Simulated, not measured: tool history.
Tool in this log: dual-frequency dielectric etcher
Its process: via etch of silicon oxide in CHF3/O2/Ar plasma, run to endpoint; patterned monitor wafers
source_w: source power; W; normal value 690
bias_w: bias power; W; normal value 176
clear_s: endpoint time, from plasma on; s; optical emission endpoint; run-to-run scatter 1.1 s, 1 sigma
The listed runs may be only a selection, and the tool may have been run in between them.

| run | hour | source_w | bias_w | wafers since the last listed run | hours since the last wet clean | hours since the last source power generator calibration | hours since the last bias power generator calibration | hours since the last upper electrode change | incoming incoming film thickness, nm | clear_s |
|---|---|---|---|---|---|---|---|---|---|---|
| 1 | 0.0 | 690 | 176 | 0 | 391.5 | 3172.6 | 2303.9 | 4532.0 | 754.3 | 337.5 |
| 2 | 26.9 | 690 | 176 | 138 | 418.4 | 3199.5 | 2330.8 | 4558.9 | 752.4 | 335.9 |
| 3 | 42.3 | 690 | 176 | 79 | 433.8 | 3214.9 | 2346.2 | 4574.3 | 754.0 | 335.9 |
| 4 | 58.2 | 690 | 176 | 81 | 449.7 | 3230.8 | 2362.1 | 4590.2 | 756.8 | 337.6 |
| 5 | 92.4 | 690 | 176 | 175 | 483.9 | 3265.0 | 2396.3 | 4624.4 | 754.5 | 336.1 |
| 6 | 122.0 | 690 | 176 | 152 | 513.5 | 3294.6 | 2425.9 | 4654.0 | 759.5 | 339.6 |
| 7 | 149.3 | 560 | 176 | 140 | 540.8 | 3321.9 | 2453.2 | 4681.3 | 755.6 | 363.6 |
| 8 | 167.3 | 690 | 185 | 92 | 558.8 | 3339.9 | 2471.2 | 4699.3 | 755.2 | 332.2 |
| 9 | 200.5 | 690 | 185 | 170 | 592.0 | 3373.1 | 2504.4 | 4732.5 | 750.4 | 327.4 |
|  | 229.1 | wet clean of the chamber |
| 10 | 229.6 | 690 | 185 | 26 | 0.5 | 3402.2 | 2533.5 | 4761.6 | 753.9 | 322.2 |
|  | 244.2 | source power generator calibrated |
| 11 | 251.3 | 690 | 192 | 90 | 22.2 | 7.1 | 2555.2 | 4783.3 | 752.4 | 318.7 |
| 12 | 321.8 | 550 | 217 | 362 | 92.7 | 77.6 | 2625.7 | 4853.8 | 759.3 | 337.4 |
|  | 360.8 | upper electrode replaced |
|  | 372.8 | wet clean of the chamber, repeated, since the last time left the tool worse |
| 13 | 373.3 | 640 | 204 | 79 | 0.5 | 129.1 | 2677.2 | 12.5 | 759.7 | 348.6 |
| 14 | 373.7 | 760 | 155 | 2 | 0.9 | 129.5 | 2677.6 | 12.9 | 756.4 | 349.4 |
|  | 381.0 | bias power generator calibrated |
| 15 | 395.1 | 690 | 207 | 89 | 22.3 | 150.9 | 14.1 | 34.3 | 751.5 | 332.7 |
| 16 | 429.8 | 690 | 176 | 178 | 57.0 | 185.6 | 48.8 | 69.0 | 757.5 | 347.5 |
| 17 | 447.8 | 770 | 176 | 92 | 75.0 | 203.6 | 66.8 | 87.0 | 756.5 | 334.1 |
| 18 | 473.9 | 690 | 176 | 134 | 101.1 | 229.7 | 92.9 | 113.1 | 752.2 | 345.6 |
| 19 | 490.5 | 550 | 153 | 85 | 117.7 | 246.3 | 109.5 | 129.7 | 756.7 | 392.3 |
| 20 | 525.6 | 740 | 176 | 180 | 152.8 | 281.4 | 144.6 | 164.8 | 748.5 | 334.3 |
| 21 | 547.3 | 690 | 176 | 111 | 174.5 | 303.1 | 166.3 | 186.5 | 769.4 | 350.7 |
| 22 | 577.3 | 690 | 176 | 154 | 204.5 | 333.1 | 196.3 | 216.5 | 758.0 | 346.4 |

Predict each of these 3 candidate next runs independently; none follows another, all start after run 22:
| A | 577.8 | 630 | 176 | 2 | 205.0 | 333.6 | 196.8 | 217.0 | 759.1 | ? |
| B | 577.8 | 530 | 133 | 2 | 205.0 | 333.6 | 196.8 | 217.0 | 759.1 | ? |
| C | 577.8 | 630 | 134 | 2 | 205.0 | 333.6 | 196.8 | 217.0 | 759.1 | ? |

| run | clear_s |
|---|---|
| A | 358.1 |
| B | 413.0 |
| C | 385.2 |
Had the tool no hidden state, the same runs would have come out as:
| run | clear_s |
|---|---|
| A | 360.5 |
| B | 415.8 |
| C | 387.8 |
